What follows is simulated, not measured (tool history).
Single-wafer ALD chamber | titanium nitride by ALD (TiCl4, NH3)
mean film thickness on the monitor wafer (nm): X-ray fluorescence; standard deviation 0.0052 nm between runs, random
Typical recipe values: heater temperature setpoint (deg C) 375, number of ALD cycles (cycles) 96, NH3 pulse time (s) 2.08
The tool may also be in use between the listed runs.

| run | hour | heater temperature setpoint (deg C) | number of ALD cycles (cycles) | NH3 pulse time (s) | read-back reference wafer on the same gauge, thickness_nm | mean film thickness on the monitor wafer (nm) |
|---|---|---|---|---|---|---|
| 1 | 0.0 | 384 | 96 | 1.49 | 2.085 | 2.060 |
| 2 | 29.3 | 375 | 96 | 2.08 | 2.084 | 2.070 |
| 3 | 60.0 | 375 | 96 | 2.08 | 2.083 | 2.063 |
| 4 | 95.0 | 375 | 96 | 2.08 | 2.082 | 2.062 |
| 5 | 128.1 | 375 | 96 | 2.08 | 2.082 | 2.063 |
| 6 | 153.1 | 375 | 96 | 2.08 | 2.082 | 2.064 |
| 7 | 187.8 | 375 | 92 | 2.08 | 2.080 | 1.979 |
| 8 | 270.1 | 384 | 91 | 2.08 | 2.079 | 1.967 |
| 9 | 299.6 | 375 | 96 | 2.08 | 2.078 | 2.061 |
| 10 | 333.0 | 375 | 96 | 2.08 | 2.077 | 2.060 |
| 11 | 362.8 | 375 | 96 | 2.08 | 2.076 | 2.060 |
| 12 | 381.4 | 375 | 96 | 2.08 | 2.076 | 2.066 |
| 13 | 414.6 | 375 | 96 | 2.08 | 2.074 | 2.066 |
| 14 | 433.9 | 375 | 111 | 1.81 | 2.072 | 2.354 |
| 15 | 450.3 | 375 | 111 | 1.81 | 2.074 | 2.355 |
| 16 | 468.2 | 375 | 96 | 2.08 | 2.071 | 2.062 |
| 17 | 499.1 | 375 | 96 | 2.08 | 2.071 | 2.061 |
| 18 | 532.4 | 375 | 96 | 2.08 | 2.071 | 2.057 |
| 19 | 553.7 | 362 | 85 | 2.08 | 2.069 | 1.769 |
| 20 | 587.0 | 365 | 105 | 2.43 | 2.068 | 2.214 |
| 21 | 629.3 | 375 | 96 | 2.08 | 2.067 | 2.050 |
| 22 | 647.7 | 375 | 96 | 2.08 | 2.065 | 2.050 |
| 23 | 671.9 | 360 | 109 | 2.49 | 2.064 | 2.276 |
| 24 | 779.6 | 367 | 77 | 1.78 | 2.060 | 1.601 |
| 25 | 801.5 | 383 | 87 | 1.56 | 2.090 | 1.871 |
| 26 | 834.0 | 384 | 96 | 1.49 | 2.089 | 2.061 |
| 27 | 854.5 | 388 | 104 | 1.56 | 2.090 | 2.241 |
| 28 | 883.7 | 375 | 88 | 2.08 | 2.090 | 1.902 |
| 29 | 911.2 | 382 | 110 | 1.42 | 2.090 | 2.360 |
| 30 | 934.8 | 375 | 96 | 2.08 | 2.090 | 2.064 |
| 31 | 956.0 | 375 | 96 | 1.75 | 2.090 | 2.055 |
| 32 | 975.2 | 375 | 96 | 1.61 | 2.090 | 2.043 |
| 33 | 1067.5 | 371 | 104 | 1.42 | 2.089 | 2.181 |
| 34 | 1083.8 | 375 | 103 | 1.57 | 2.089 | 2.190 |
| 35 | 1106.5 | 375 | 96 | 2.08 | 2.088 | 2.073 |
| 36 | 1137.2 | 375 | 96 | 2.08 | 2.088 | 2.073 |
| 37 | 1167.2 | 375 | 96 | 2.08 | 2.087 | 2.081 |

Between the runs listed above, the log contained 3 entries, not reproduced here. Where in the sequence does each belong, and how does what the log doesn't record of the tool's condition differ from the listed run before to the listed run after?
In the gap between runs 20 and 21: thermocouple changed; heater temperature recalibrated (hour 628.8)
  gauge reads high (%): -1.04 -> -1.11
  measured value less the no-hidden-state value, mean film thickness on the monitor wafer (nm): -0.023 -> -0.023
In the gap between runs 24 and 25: gauge calibrated (hour 784.4)
  gauge reads high (%): -1.4 -> 0.00075
  measured value less the no-hidden-state value, mean film thickness on the monitor wafer (nm): -0.022 -> +0.001
In the gap between runs 27 and 28: showerhead replaced (hour 883.2)
  gauge reads high (%): -0.00263 -> -0.00625
  measured value less the no-hidden-state value, mean film thickness on the monitor wafer (nm): +0.000 -> -0.001
